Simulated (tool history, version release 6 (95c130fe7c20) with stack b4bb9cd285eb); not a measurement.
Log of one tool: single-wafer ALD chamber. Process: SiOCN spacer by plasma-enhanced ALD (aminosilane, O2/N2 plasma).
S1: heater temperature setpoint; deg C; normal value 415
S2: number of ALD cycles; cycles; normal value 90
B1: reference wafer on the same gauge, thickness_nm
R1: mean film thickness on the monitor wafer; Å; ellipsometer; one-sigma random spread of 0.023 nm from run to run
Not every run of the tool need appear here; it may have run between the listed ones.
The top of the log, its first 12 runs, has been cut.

run 13 hour=158.4 | S1=424 S2=90 | B1=5.753 | R1=49.71
run 14 hour=200.2 | S1=423 S2=86 | B1=5.750 | R1=47.63
run 15 hour=212.0 | S1=423 S2=86 | B1=5.750 | R1=47.75
run 16 hour=225.0 | S1=406 S2=90 | B1=5.752 | R1=53.37
run 17 hour=236.8 | S1=423 S2=90 | B1=5.753 | R1=50.23
run 18 hour=244.4 | S1=427 S2=107 | B1=5.746 | R1=58.96
run 19 hour=258.7 | S1=430 S2=75 | B1=5.747 | R1=40.76
run 20 hour=265.6 | S1=427 S2=90 | B1=5.749 | R1=49.33
-- hour=275.2 thermocouple changed; heater temperature recalibrated
run 21 hour=275.7 | S1=402 S2=90 | B1=5.755 | R1=53.67
run 22 hour=284.9 | S1=421 S2=100 | B1=5.750 | R1=55.97
run 23 hour=299.1 | S1=420 S2=75 | B1=5.749 | R1=42.00
run 24 hour=316.4 | S1=405 S2=101 | B1=5.753 | R1=59.98
run 25 hour=330.7 | S1=415 S2=90 | B1=5.751 | R1=51.42
run 26 hour=337.9 | S1=415 S2=90 | B1=5.747 | R1=51.48
-- hour=339.6 gauge calibrated
run 27 hour=349.2 | S1=415 S2=90 | B1=5.750 | R1=51.75
run 28 hour=356.1 | S1=423 S2=99 | B1=5.757 | R1=54.72
run 29 hour=376.3 | S1=425 S2=73 | B1=5.749 | R1=40.24
run 30 hour=388.0 | S1=415 S2=90 | B1=5.754 | R1=51.52
run 31 hour=402.1 | S1=403 S2=98 | B1=5.751 | R1=58.13
run 32 hour=414.4 | S1=415 S2=90 | B1=5.749 | R1=51.39
run 33 hour=422.8 | S1=420 S2=96 | B1=5.752 | R1=54.07
run 34 hour=443.7 | S1=415 S2=90 | B1=5.746 | R1=51.41

Each row is a separate what-if for the run after 34, all from the same tool condition, not one after another. Results?
run A hour=444.3 | S1=415 S2=90 | B1=? | R1=?
run B hour=444.3 | S1=415 S2=77 | B1=? | R1=?
run C hour=444.3 | S1=420 S2=95 | B1=? | R1=?
run D hour=444.3 | S1=422 S2=76 | B1=? | R1=?

run=A B1=5.751 R1=51.72
run=B B1=5.751 R1=44.25
run=C B1=5.751 R1=53.61
run=D B1=5.751 R1=42.58
With no hidden state in the tool, these same runs would have given:
run=A R1=51.72
run=B R1=44.25
run=C R1=53.61
run=D R1=42.58
